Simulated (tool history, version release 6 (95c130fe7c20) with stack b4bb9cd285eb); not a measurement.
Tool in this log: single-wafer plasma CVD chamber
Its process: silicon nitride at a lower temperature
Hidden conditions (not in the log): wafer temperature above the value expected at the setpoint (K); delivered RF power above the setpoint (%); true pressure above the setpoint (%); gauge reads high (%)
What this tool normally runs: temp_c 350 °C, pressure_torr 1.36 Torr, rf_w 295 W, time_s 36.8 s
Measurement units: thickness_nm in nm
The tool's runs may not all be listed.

run,hour,temp_c,pressure_torr,rf_w,time_s,wafers since the last listed run,hours since the last thermocouple change,hours since the last RF generator calibration,hours since the last manometer calibration,hours since the showerhead was replaced,hours since the gauge calibration,"read-back reference wafer on the same gauge, thickness_nm",thickness_nm
1,0,350,1.36,295,36.8,0,2214.5,1811.3,2403.5,3164.3,677.9,39.528,39.264
2,32.9,350,1.36,295,36.8,696,2247.4,1844.2,2436.4,3197.2,710.8,39.523,39.435
3,96.2,350,1.36,295,36.8,1340,2310.7,1907.5,2499.7,3260.5,774.1,39.531,39.201
# hour 107.6: showerhead replaced, of another model than before
4,114.6,350,1.36,295,36.8,220,2329.1,1925.9,2518.1,7,792.5,39.477,40.82
5,149.2,350,1.36,295,36.8,732,2363.7,1960.5,2552.7,41.6,827.1,39.536,40.573
6,177.7,350,1.36,295,36.8,603,2392.2,1989,2581.2,70.1,855.6,39.456,40.521
# hour 178.3: gauge calibrated
7,199.8,350,1.36,295,36.8,467,2414.3,2011.1,2603.3,92.2,21.5,39.524,40.816
8,233,350,1.36,295,36.8,702,2447.5,2044.3,2636.5,125.4,54.7,39.506,40.395
9,250.9,350,1.13,295,36.8,378,2465.4,2062.2,2654.4,143.3,72.6,39.48,39.282
10,272.6,350,1.36,295,36.8,459,2487.1,2083.9,2676.1,165,94.3,39.495,40.236
# hour 288.8: thermocouple changed; heater temperature recalibrated
# hour 300.8: capacitance manometer re-zeroed and calibrated
11,301.3,350,1.36,265,36.8,268,12.5,2112.6,0.5,193.7,123,39.451,38.369
12,327.6,350,1.36,240,31.7,556,38.8,2138.9,26.8,220,149.3,39.502,31.633
13,342.4,339,1.02,240,36.8,313,53.6,2153.7,41.6,234.8,164.1,39.54,34.766
14,359.9,350,1.36,335,41.5,370,71.1,2171.2,59.1,252.3,181.6,39.493,48.763
15,379,350,1.36,295,36.8,404,90.2,2190.3,78.2,271.4,200.7,39.526,40.836
16,403.5,350,1.36,295,36.8,518,114.7,2214.8,102.7,295.9,225.2,39.512,40.566
17,429.4,350,1.36,295,36.8,548,140.6,2240.7,128.6,321.8,251.1,39.535,40.558
18,457.8,350,1.36,295,36.8,601,169,2269.1,157,350.2,279.5,39.49,40.576
19,479.9,350,1.36,240,31.7,467,191.1,2291.2,179.1,372.3,301.6,39.474,31.494
20,494.5,357,1.12,295,36.8,309,205.7,2305.8,193.7,386.9,316.2,39.478,38.906
21,519.9,350,1.36,295,36.8,537,231.1,2331.2,219.1,412.3,341.6,39.478,40.777
# hour 563.1: RF generator calibrated
22,620.7,350,1.6,295,36.8,1964,331.9,57.6,319.9,513.1,442.4,39.544,43.798
23,651.4,350,1.65,340,43.7,649,362.6,88.3,350.6,543.8,473.1,39.52,55.758
24,675.2,362,1.36,295,36.8,503,386.4,112.1,374.4,567.6,496.9,39.495,41.964
25,771.4,350,1.36,250,36.8,2036,482.6,208.3,470.6,663.8,593.1,39.506,39.005
26,796.3,350,1.36,295,36.8,527,507.5,233.2,495.5,688.7,618,39.492,41.831
27,814.2,350,1.36,350,33.1,378,525.4,251.1,513.4,706.6,635.9,39.484,40.824

Alternative continuations, all from the tool just after run 27; predict every row:
A,814.6,350,1.36,295,35,8,525.8,251.5,513.8,707,636.3,?,?
B,814.6,355,1.36,295,40.2,8,525.8,251.5,513.8,707,636.3,?,?
C,814.6,350,1.36,295,32.5,8,525.8,251.5,513.8,707,636.3,?,?
D,814.6,357,1.67,325,36.8,8,525.8,251.5,513.8,707,636.3,?,?
E,814.6,356,1.36,295,36.8,8,525.8,251.5,513.8,707,636.3,?,?

run,"read-back reference wafer on the same gauge, thickness_nm",thickness_nm
A,39.491,39.646
B,39.491,45.445
C,39.491,36.82
D,39.491,45.438
E,39.491,41.595
With the hidden condition removed and each run's random variation left untouched, the same runs would have given:
run,thickness_nm
A,40.184
B,46.063
C,37.32
D,46.038
E,42.16
